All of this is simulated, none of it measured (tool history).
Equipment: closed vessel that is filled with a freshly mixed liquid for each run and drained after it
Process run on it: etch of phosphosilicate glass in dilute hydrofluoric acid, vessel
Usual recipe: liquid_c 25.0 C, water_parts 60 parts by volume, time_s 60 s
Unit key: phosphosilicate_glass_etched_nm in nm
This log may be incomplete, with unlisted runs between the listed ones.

run   hour  liquid_c  water_parts  time_s  wafers since the last listed run  hours since the thermometer was replaced  hours since the hydrofluoric acid flow meter was replaced  hours since the gauge calibration  read-back film thickness of the phosphosilicate glass reference wafer, read on the same gauge (nm)  phosphosilicate_glass_etched_nm
  1    0.0      25.0           50      60                                 0                                    1713.0                                                      198.8                              346.5                                                                                               50.00                           230.66
  2   50.2      25.0           50      60                              4839                                    1763.2                                                      249.0                              396.7                                                                                               49.98                           225.33
  3   76.9      25.0           60      60                              2573                                    1789.9                                                      275.7                              423.4                                                                                               49.97                           190.83
  4  139.0      25.0           60      60                              5986                                    1852.0                                                      337.8                              485.5                                                                                               49.99                           190.76
  5  167.5      25.0           60      60                              2747                                    1880.5                                                      366.3                              514.0                                                                                               50.01                           191.59
  6  214.7      25.0           60      60                              4550                                    1927.7                                                      413.5                              561.2                                                                                               50.01                           188.11
     286.8  -- gauge calibrated
  7  291.3      25.0           60      60                              7384                                    2004.3                                                      490.1                                4.5                                                                                               50.01                           195.22
  8  341.8      25.0           60      60                              4868                                    2054.8                                                      540.6                               55.0                                                                                               49.99                           190.74
  9  434.4      25.0           35      85                              8926                                    2147.4                                                      633.2                              147.6                                                                                               49.95                           481.33
     459.8  -- hydrofluoric acid flow meter replaced
 10  476.2      25.0           60      60                              3933                                    2189.2                                                       16.4                              189.4                                                                                               50.01                           191.40
     518.1  -- thermometer replaced
 11  530.3      25.0           60      60                              5118                                      12.2                                                       70.5                              243.5                                                                                               50.00                           174.65
 12  584.1      23.0           40      60                              5186                                      66.0                                                      124.3                              297.3                                                                                               49.97                           249.01
 13  627.2      29.5           45      50                              4154                                     109.1                                                      167.4                              340.4                                                                                               50.00                           239.42
 14  691.9      29.5           45      50                              6237                                     173.8                                                      232.1                              405.1                                                                                               49.97                           241.22
 15  719.1      20.5           60      60                              2622                                     201.0                                                      259.3                              432.3                                                                                               49.98                           145.89
 16  770.4      28.5           85      75                              4945                                     252.3                                                      310.6                              483.6                                                                                               50.03                           175.18
 17  808.3      21.0           70      40                              3653                                     290.2                                                      348.5                              521.5                                                                                               50.01                            85.27

Below are 3 alternative next runs, each starting from the tool's condition after run 17. Predict each:
  A  809.0      25.0           60      60                                67                                     290.9                                                      349.2                              522.2                                                                                                   ?                                ?
  B  809.0      23.5           35      95                                67                                     290.9                                                      349.2                              522.2                                                                                                   ?                                ?
  C  809.0      21.5           35      50                                67                                     290.9                                                      349.2                              522.2                                                                                                   ?                                ?

run  read-back film thickness of the phosphosilicate glass reference wafer, read on the same gauge (nm)  phosphosilicate_glass_etched_nm
  A                                                                                               50.00                           179.09
  B                                                                                               50.00                           473.02
  C                                                                                               50.00                           228.95
Had the tool no hidden state, the same runs would have come out as:
run  phosphosilicate_glass_etched_nm
  A                           173.39
  B                           457.50
  C                           221.33
